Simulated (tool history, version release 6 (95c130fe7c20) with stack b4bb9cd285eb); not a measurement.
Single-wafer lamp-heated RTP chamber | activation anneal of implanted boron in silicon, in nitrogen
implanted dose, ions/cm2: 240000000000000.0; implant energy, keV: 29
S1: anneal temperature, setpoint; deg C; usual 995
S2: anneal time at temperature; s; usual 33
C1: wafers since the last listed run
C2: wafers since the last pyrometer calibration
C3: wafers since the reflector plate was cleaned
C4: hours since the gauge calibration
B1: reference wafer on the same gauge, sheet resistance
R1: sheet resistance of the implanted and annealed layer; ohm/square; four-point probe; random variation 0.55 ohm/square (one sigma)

{"run": 1, "day": 0.0, "S1": 995, "S2": 26, "C1": 0, "C2": 4823, "C3": 1994, "C4": 225.8, "B1": 438.05, "R1": 363.1}
{"run": 2, "day": 0.283, "S1": 995, "S2": 26, "C1": 89, "C2": 4912, "C3": 2083, "C4": 232.6, "B1": 437.92, "R1": 363.86}
{"run": 3, "day": 0.783, "S1": 995, "S2": 26, "C1": 157, "C2": 5070, "C3": 2241, "C4": 244.6, "B1": 438.07, "R1": 364.64}
{"run": 4, "day": 1.5, "S1": 995, "S2": 33, "C1": 225, "C2": 5296, "C3": 2467, "C4": 261.8, "B1": 437.89, "R1": 363.39}
{"run": 5, "day": 2.538, "S1": 995, "S2": 33, "C1": 326, "C2": 5623, "C3": 2794, "C4": 286.7, "B1": 437.91, "R1": 362.72}
{"run": 6, "day": 3.121, "S1": 995, "S2": 33, "C1": 183, "C2": 5806, "C3": 2978, "C4": 300.7, "B1": 438.04, "R1": 363.49}
{"run": 7, "day": 3.696, "S1": 995, "S2": 33, "C1": 181, "C2": 5988, "C3": 3159, "C4": 314.5, "B1": 437.86, "R1": 363.66}
{"run": 8, "day": 4.0, "S1": 995, "S2": 27, "C1": 95, "C2": 6083, "C3": 3255, "C4": 321.8, "B1": 437.8, "R1": 363.09}
{"run": 9, "day": 4.683, "S1": 987, "S2": 48, "C1": 215, "C2": 6299, "C3": 3470, "C4": 338.2, "B1": 437.98, "R1": 363.71}
{"day": 5.483, "done": "pyrometer window cleaned and pyrometer calibrated"}
{"run": 10, "day": 5.504, "S1": 1019, "S2": 33, "C1": 153, "C2": 6, "C3": 3623, "C4": 357.9, "B1": 438.24, "R1": 360.35}
{"run": 11, "day": 5.521, "S1": 1019, "S2": 33, "C1": 5, "C2": 11, "C3": 3629, "C4": 358.3, "B1": 437.99, "R1": 359.56}
{"run": 12, "day": 5.958, "S1": 984, "S2": 22, "C1": 137, "C2": 149, "C3": 3767, "C4": 368.8, "B1": 437.99, "R1": 368.5}
{"day": 6.55, "done": "reflector plate cleaned"}
{"run": 13, "day": 6.571, "S1": 984, "S2": 22, "C1": 87, "C2": 237, "C3": 6, "C4": 383.5, "B1": 438.09, "R1": 373.93}
{"run": 14, "day": 6.958, "S1": 995, "S2": 27, "C1": 122, "C2": 359, "C3": 129, "C4": 392.8, "B1": 438.03, "R1": 365.03}
{"day": 7.238, "done": "gauge calibrated"}
{"run": 15, "day": 7.246, "S1": 975, "S2": 23, "C1": 90, "C2": 449, "C3": 219, "C4": 0.2, "B1": 438.03, "R1": 380.09}
{"run": 16, "day": 7.825, "S1": 969, "S2": 50, "C1": 182, "C2": 632, "C3": 402, "C4": 14.1, "B1": 437.84, "R1": 377.58}
{"run": 17, "day": 8.35, "S1": 1012, "S2": 23, "C1": 165, "C2": 797, "C3": 567, "C4": 26.7, "B1": 437.86, "R1": 361.59}
{"run": 18, "day": 8.838, "S1": 977, "S2": 33, "C1": 153, "C2": 951, "C3": 721, "C4": 38.4, "B1": 437.96, "R1": 372.97}
{"run": 19, "day": 9.533, "S1": 995, "S2": 33, "C1": 219, "C2": 1170, "C3": 940, "C4": 55.1, "B1": 438.08, "R1": 363.58}
{"run": 20, "day": 10.058, "S1": 995, "S2": 33, "C1": 165, "C2": 1335, "C3": 1105, "C4": 67.7, "B1": 438.05, "R1": 363.31}
{"run": 21, "day": 10.65, "S1": 995, "S2": 33, "C1": 186, "C2": 1522, "C3": 1292, "C4": 81.9, "B1": 438.02, "R1": 363.59}
{"run": 22, "day": 12.046, "S1": 1014, "S2": 33, "C1": 439, "C2": 1962, "C3": 1732, "C4": 115.4, "B1": 438.13, "R1": 360.65}
{"run": 23, "day": 12.75, "S1": 995, "S2": 33, "C1": 221, "C2": 2184, "C3": 1953, "C4": 132.3, "B1": 437.82, "R1": 363.0}
{"run": 24, "day": 13.058, "S1": 971, "S2": 52, "C1": 97, "C2": 2281, "C3": 2051, "C4": 139.7, "B1": 438.08, "R1": 371.19}
{"run": 25, "day": 13.392, "S1": 984, "S2": 17, "C1": 105, "C2": 2386, "C3": 2156, "C4": 147.7, "B1": 438.07, "R1": 370.59}
{"run": 26, "day": 14.079, "S1": 995, "S2": 47, "C1": 216, "C2": 2602, "C3": 2372, "C4": 164.2, "B1": 437.86, "R1": 361.66}
{"run": 27, "day": 14.746, "S1": 970, "S2": 49, "C1": 210, "C2": 2812, "C3": 2582, "C4": 180.2, "B1": 437.92, "R1": 372.69}

Forecast each of these 3 alternatives for the next run:
{"run": "A", "day": 14.762, "S1": 995, "S2": 33, "C1": 5, "C2": 2818, "C3": 2588, "C4": 180.6, "B1": "?", "R1": "?"}
{"run": "B", "day": 14.762, "S1": 974, "S2": 43, "C1": 5, "C2": 2818, "C3": 2588, "C4": 180.6, "B1": "?", "R1": "?"}
{"run": "C", "day": 14.762, "S1": 1005, "S2": 50, "C1": 5, "C2": 2818, "C3": 2588, "C4": 180.6, "B1": "?", "R1": "?"}

run=A B1=438.04 R1=361.79
run=B B1=438.04 R1=369.35
run=C B1=438.04 R1=358.99
Without the tool's hidden state the same runs would have given:
run=A R1=364.15
run=B R1=375.40
run=C R1=360.10
